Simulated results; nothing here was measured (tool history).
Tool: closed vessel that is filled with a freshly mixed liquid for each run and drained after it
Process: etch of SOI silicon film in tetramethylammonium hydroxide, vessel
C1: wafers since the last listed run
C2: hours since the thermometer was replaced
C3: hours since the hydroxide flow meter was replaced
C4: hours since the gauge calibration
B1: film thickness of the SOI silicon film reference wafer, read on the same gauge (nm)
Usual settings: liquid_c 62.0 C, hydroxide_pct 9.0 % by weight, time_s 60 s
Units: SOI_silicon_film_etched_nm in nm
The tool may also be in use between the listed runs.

{"run": 1, "day": 0.0, "liquid_c": 62.0, "hydroxide_pct": 9.0, "time_s": 50, "C1": 0, "C2": 2051.1, "C3": 509.8, "C4": 290.3, "B1": 50.01, "SOI_silicon_film_etched_nm": 195.81}
{"run": 2, "day": 0.796, "liquid_c": 62.0, "hydroxide_pct": 9.0, "time_s": 50, "C1": 1293, "C2": 2070.2, "C3": 528.9, "C4": 309.4, "B1": 50.03, "SOI_silicon_film_etched_nm": 195.4}
{"run": 3, "day": 2.188, "liquid_c": 62.0, "hydroxide_pct": 9.0, "time_s": 50, "C1": 2262, "C2": 2103.6, "C3": 562.3, "C4": 342.8, "B1": 50.02, "SOI_silicon_film_etched_nm": 196.11}
{"run": 4, "day": 2.742, "liquid_c": 62.0, "hydroxide_pct": 11.0, "time_s": 75, "C1": 901, "C2": 2116.9, "C3": 575.6, "C4": 356.1, "B1": 49.99, "SOI_silicon_film_etched_nm": 271.3}
{"run": 5, "day": 3.488, "liquid_c": 62.0, "hydroxide_pct": 11.0, "time_s": 75, "C1": 1212, "C2": 2134.8, "C3": 593.5, "C4": 374.0, "B1": 50.04, "SOI_silicon_film_etched_nm": 272.94}
{"run": 6, "day": 4.271, "liquid_c": 62.0, "hydroxide_pct": 11.0, "time_s": 75, "C1": 1273, "C2": 2153.6, "C3": 612.3, "C4": 392.8, "B1": 50.0, "SOI_silicon_film_etched_nm": 272.18}
{"run": 7, "day": 5.0, "liquid_c": 62.0, "hydroxide_pct": 9.0, "time_s": 60, "C1": 1185, "C2": 2171.1, "C3": 629.8, "C4": 410.3, "B1": 50.0, "SOI_silicon_film_etched_nm": 231.83}
{"run": 8, "day": 6.342, "liquid_c": 62.0, "hydroxide_pct": 9.0, "time_s": 60, "C1": 2181, "C2": 2203.3, "C3": 662.0, "C4": 442.5, "B1": 49.99, "SOI_silicon_film_etched_nm": 234.65}
{"run": 9, "day": 6.871, "liquid_c": 62.0, "hydroxide_pct": 9.0, "time_s": 60, "C1": 860, "C2": 2216.0, "C3": 674.7, "C4": 455.2, "B1": 50.0, "SOI_silicon_film_etched_nm": 234.21}
{"day": 7.804, "done": "thermometer replaced"}
{"run": 10, "day": 8.046, "liquid_c": 62.0, "hydroxide_pct": 9.0, "time_s": 60, "C1": 1842, "C2": 5.8, "C3": 702.9, "C4": 483.4, "B1": 49.98, "SOI_silicon_film_etched_nm": 266.46}
{"run": 11, "day": 8.996, "liquid_c": 62.0, "hydroxide_pct": 9.0, "time_s": 60, "C1": 1544, "C2": 28.6, "C3": 725.7, "C4": 506.2, "B1": 49.99, "SOI_silicon_film_etched_nm": 268.98}
{"run": 12, "day": 10.442, "liquid_c": 58.5, "hydroxide_pct": 11.0, "time_s": 35, "C1": 2350, "C2": 63.3, "C3": 760.4, "C4": 540.9, "B1": 50.0, "SOI_silicon_film_etched_nm": 115.61}
{"run": 13, "day": 11.596, "liquid_c": 67.5, "hydroxide_pct": 10.0, "time_s": 60, "C1": 1876, "C2": 91.0, "C3": 788.1, "C4": 568.6, "B1": 50.0, "SOI_silicon_film_etched_nm": 350.94}
{"run": 14, "day": 12.188, "liquid_c": 62.0, "hydroxide_pct": 9.0, "time_s": 60, "C1": 961, "C2": 105.2, "C3": 802.3, "C4": 582.8, "B1": 49.99, "SOI_silicon_film_etched_nm": 263.97}
{"run": 15, "day": 13.512, "liquid_c": 64.5, "hydroxide_pct": 9.0, "time_s": 60, "C1": 2154, "C2": 137.0, "C3": 834.1, "C4": 614.6, "B1": 50.02, "SOI_silicon_film_etched_nm": 309.59}
{"run": 16, "day": 15.004, "liquid_c": 62.0, "hydroxide_pct": 6.5, "time_s": 40, "C1": 2425, "C2": 172.8, "C3": 869.9, "C4": 650.4, "B1": 50.02, "SOI_silicon_film_etched_nm": 194.23}
{"run": 17, "day": 16.233, "liquid_c": 57.5, "hydroxide_pct": 10.5, "time_s": 60, "C1": 1998, "C2": 202.3, "C3": 899.4, "C4": 679.9, "B1": 49.97, "SOI_silicon_film_etched_nm": 187.85}
{"run": 18, "day": 17.454, "liquid_c": 62.0, "hydroxide_pct": 9.0, "time_s": 60, "C1": 1984, "C2": 231.6, "C3": 928.7, "C4": 709.2, "B1": 50.0, "SOI_silicon_film_etched_nm": 261.52}
{"run": 19, "day": 18.196, "liquid_c": 64.5, "hydroxide_pct": 6.5, "time_s": 90, "C1": 1205, "C2": 249.4, "C3": 946.5, "C4": 727.0, "B1": 49.99, "SOI_silicon_film_etched_nm": 506.23}
{"run": 20, "day": 19.4, "liquid_c": 56.0, "hydroxide_pct": 10.5, "time_s": 30, "C1": 1957, "C2": 278.3, "C3": 975.4, "C4": 755.9, "B1": 49.97, "SOI_silicon_film_etched_nm": 84.98}

Forecast run 21:
{"day": 19.604, "done": "hydroxide flow meter replaced"}
{"day": 20.446, "done": "gauge calibrated"}
{"run": 21, "day": 20.721, "liquid_c": 65.5, "hydroxide_pct": 9.0, "time_s": 60, "C1": 2079, "C2": 310.0, "C3": 26.8, "C4": 6.6, "B1": "?", "SOI_silicon_film_etched_nm": "?"}

{"run 21": {"B1": 49.97, "SOI_silicon_film_etched_nm": 325.38}}
Without the tool's hidden state the same run would have given SOI_silicon_film_etched_nm 330.73 nm.
